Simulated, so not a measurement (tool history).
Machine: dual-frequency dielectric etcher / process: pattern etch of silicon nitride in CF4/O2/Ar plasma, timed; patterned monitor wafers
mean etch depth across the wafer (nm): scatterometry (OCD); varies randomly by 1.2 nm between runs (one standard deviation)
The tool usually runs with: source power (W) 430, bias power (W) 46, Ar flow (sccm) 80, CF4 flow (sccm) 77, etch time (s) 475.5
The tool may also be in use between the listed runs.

run	hour	source power (W)	bias power (W)	Ar flow (sccm)	CF4 flow (sccm)	etch time (s)	wafers since the last listed run	hours since the last wet clean	hours since the last source power generator calibration	hours since the last bias power generator calibration	hours since the last Ar flow controller change	hours since the last CF4 flow controller change	hours since the last upper electrode change	hours since the gauge calibration	read-back reference wafer on the same gauge, depth_nm	mean etch depth across the wafer (nm)
1	0	430	46	80	87	475.5	0	279.4	4703.8	1978.8	3581.3	5635.8	2288.4	341.9	683	779.1
2	19.2	430	46	80	87	475.5	75	298.6	4723	1998	3600.5	5655	2307.6	361.1	682.9	780.5
3	68	430	46	80	77	475.5	192	347.4	4771.8	2046.8	3649.3	5703.8	2356.4	409.9	682.8	776.6
4	84.7	430	46	94	68	475.5	65	364.1	4788.5	2063.5	3666	5720.5	2373.1	426.6	683	757
5	110.4	430	46	94	68	475.5	101	389.8	4814.2	2089.2	3691.7	5746.2	2398.8	452.3	683.3	757.4
# hour 117.2: gauge calibrated
6	137.4	430	46	80	77	546	106	416.8	4841.2	2116.2	3718.7	5773.2	2425.8	20.2	683.1	892.5
7	150.4	430	46	80	77	569	51	429.8	4854.2	2129.2	3731.7	5786.2	2438.8	33.2	682.7	931.9
# hour 168.8: Ar flow controller replaced
# hour 175: bias power generator calibrated
# hour 182.5: CF4 flow controller replaced
8	251.9	390	46	80	77	432	336	531.3	4955.7	76.9	83.1	69.4	2540.3	134.7	683	665.2
9	284.7	490	46	62	58	343.5	129	564.1	4988.5	109.7	115.9	102.2	2573.1	167.5	683	593.4
10	302.1	430	46	80	93	475.5	68	581.5	5005.9	127.1	133.3	119.6	2590.5	184.9	683.2	781
# hour 328.5: wet clean of the chamber
11	329	430	46	80	70	475.5	11	0.5	5032.8	154	160.2	146.5	2617.4	211.8	682.6	749
12	330.9	530	46	80	66	475.5	7	2.4	5034.7	155.9	162.1	148.4	2619.3	213.7	682.7	826.8
# hour 345.8: source power generator calibrated
13	350.5	430	46	80	77	475.5	61	22	4.7	175.5	181.7	168	2638.9	233.3	683	756.7
# hour 392: upper electrode replaced
14	392.5	430	46	80	77	475.5	70	64	46.7	217.5	223.7	210	0.5	275.3	683.2	756.7
15	414.2	430	46	91	77	420.5	85	85.7	68.4	239.2	245.4	231.7	22.2	297	682.7	662.5
16	435.7	430	46	80	77	475.5	84	107.2	89.9	260.7	266.9	253.2	43.7	318.5	682.9	758.7
17	454.4	350	46	80	77	475.5	73	125.9	108.6	279.4	285.6	271.9	62.4	337.2	683	696.8
18	481.5	430	46	95	85	535.5	106	153	135.7	306.5	312.7	299	89.5	364.3	683	850.9
19	499.5	340	46	80	77	356	70	171	153.7	324.5	330.7	317	107.5	382.3	682.8	514.3
# hour 524.1: gauge calibrated
20	524.4	430	46	80	77	475.5	97	195.9	178.6	349.4	355.6	341.9	132.4	0.3	683.2	765.1

For each run, the measured value with the value that run would have given without the tool's hidden condition subtracted. The run-to-run variation is shared by both, the gauge scatter possibly not:
Unlogged tool condition in this case: etch rate over this chamber's usual, %; source power that arrives over what is set, %; bias power that arrives over what is set, %; Ar flow that arrives over what is set, %; CF4 flow that arrives over what is set, %; gauge reads high (%).
run	mean etch depth across the wafer (nm)
1	+26.4
2	+27
3	+28.6
4	+28.8
5	+29.5
6	+35.1
7	+37.1
8	+17.3
9	+16.7
10	+22.9
11	+7.5
12	+8.3
13	+8.7
14	+10.7
15	+10.4
16	+12.9
17	+12.8
18	+17.1
19	+10.8
20	+17.2

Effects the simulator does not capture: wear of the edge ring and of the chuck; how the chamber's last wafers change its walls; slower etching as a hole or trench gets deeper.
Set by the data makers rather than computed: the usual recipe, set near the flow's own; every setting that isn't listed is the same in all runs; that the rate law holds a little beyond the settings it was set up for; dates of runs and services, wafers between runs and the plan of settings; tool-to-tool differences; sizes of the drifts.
